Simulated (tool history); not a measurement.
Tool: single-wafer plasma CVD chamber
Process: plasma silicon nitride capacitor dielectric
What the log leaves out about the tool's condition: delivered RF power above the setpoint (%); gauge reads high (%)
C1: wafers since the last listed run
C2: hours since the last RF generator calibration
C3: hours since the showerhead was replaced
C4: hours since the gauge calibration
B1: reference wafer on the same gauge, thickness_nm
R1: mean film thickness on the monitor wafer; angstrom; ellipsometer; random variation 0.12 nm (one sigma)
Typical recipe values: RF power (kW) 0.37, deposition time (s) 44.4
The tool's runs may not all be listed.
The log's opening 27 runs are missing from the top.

run 28 hour=766.4 | RF_power_(kW)=0.37 deposition_time_(s)=44.4 | C1=356 C2=44.3 C3=264.9 C4=215 | B1=50.683 | R1=553
run 29 hour=800.7 | RF_power_(kW)=0.32 deposition_time_(s)=41.5 | C1=793 C2=78.6 C3=299.2 C4=249.3 | B1=50.699 | R1=503.3
run 30 hour=820.5 | RF_power_(kW)=0.37 deposition_time_(s)=44.4 | C1=458 C2=98.4 C3=319 C4=269.1 | B1=50.69 | R1=555.95
run 31 hour=846.8 | RF_power_(kW)=0.435 deposition_time_(s)=38.2 | C1=608 C2=124.7 C3=345.3 C4=295.4 | B1=50.708 | R1=495.05
run 32 hour=859 | RF_power_(kW)=0.31 deposition_time_(s)=50.3 | C1=282 C2=136.9 C3=357.5 C4=307.6 | B1=50.702 | R1=603.8
-- hour=882.6 RF generator calibrated, repeated, since the last time left the tool worse
run 33 hour=890.5 | RF_power_(kW)=0.4 deposition_time_(s)=50.1 | C1=543 C2=7.9 C3=389 C4=339.1 | B1=50.703 | R1=650.61
run 34 hour=916.4 | RF_power_(kW)=0.37 deposition_time_(s)=44.4 | C1=599 C2=33.8 C3=414.9 C4=365 | B1=50.69 | R1=567.72
run 35 hour=1020.8 | RF_power_(kW)=0.44 deposition_time_(s)=47.3 | C1=2415 C2=138.2 C3=519.3 C4=469.4 | B1=50.702 | R1=625.35
-- hour=1028.3 gauge calibrated
run 36 hour=1039.8 | RF_power_(kW)=0.425 deposition_time_(s)=44.4 | C1=439 C2=157.2 C3=538.3 C4=11.5 | B1=50.708 | R1=583.46

Here are 5 independent what-if runs from the current tool condition. What would each one return?
run A hour=1040.2 | RF_power_(kW)=0.37 deposition_time_(s)=44.4 | C1=9 C2=157.6 C3=538.7 C4=11.9 | B1=? | R1=?
run B hour=1040.2 | RF_power_(kW)=0.415 deposition_time_(s)=49.1 | C1=9 C2=157.6 C3=538.7 C4=11.9 | B1=? | R1=?
run C hour=1040.2 | RF_power_(kW)=0.37 deposition_time_(s)=47.1 | C1=9 C2=157.6 C3=538.7 C4=11.9 | B1=? | R1=?
run D hour=1040.2 | RF_power_(kW)=0.405 deposition_time_(s)=39.1 | C1=9 C2=157.6 C3=538.7 C4=11.9 | B1=? | R1=?
run E hour=1040.2 | RF_power_(kW)=0.315 deposition_time_(s)=49.5 | C1=9 C2=157.6 C3=538.7 C4=11.9 | B1=? | R1=?

run=A B1=50.695 R1=566.16
run=B B1=50.695 R1=642.31
run=C B1=50.695 R1=600.58
run=D B1=50.695 R1=508.69
run=E B1=50.695 R1=609.75
What these runs would have given with no unlogged condition in the tool:
run=A R1=567.9
run=B R1=644.29
run=C R1=602.44
run=D R1=510.26
run=E R1=611.63
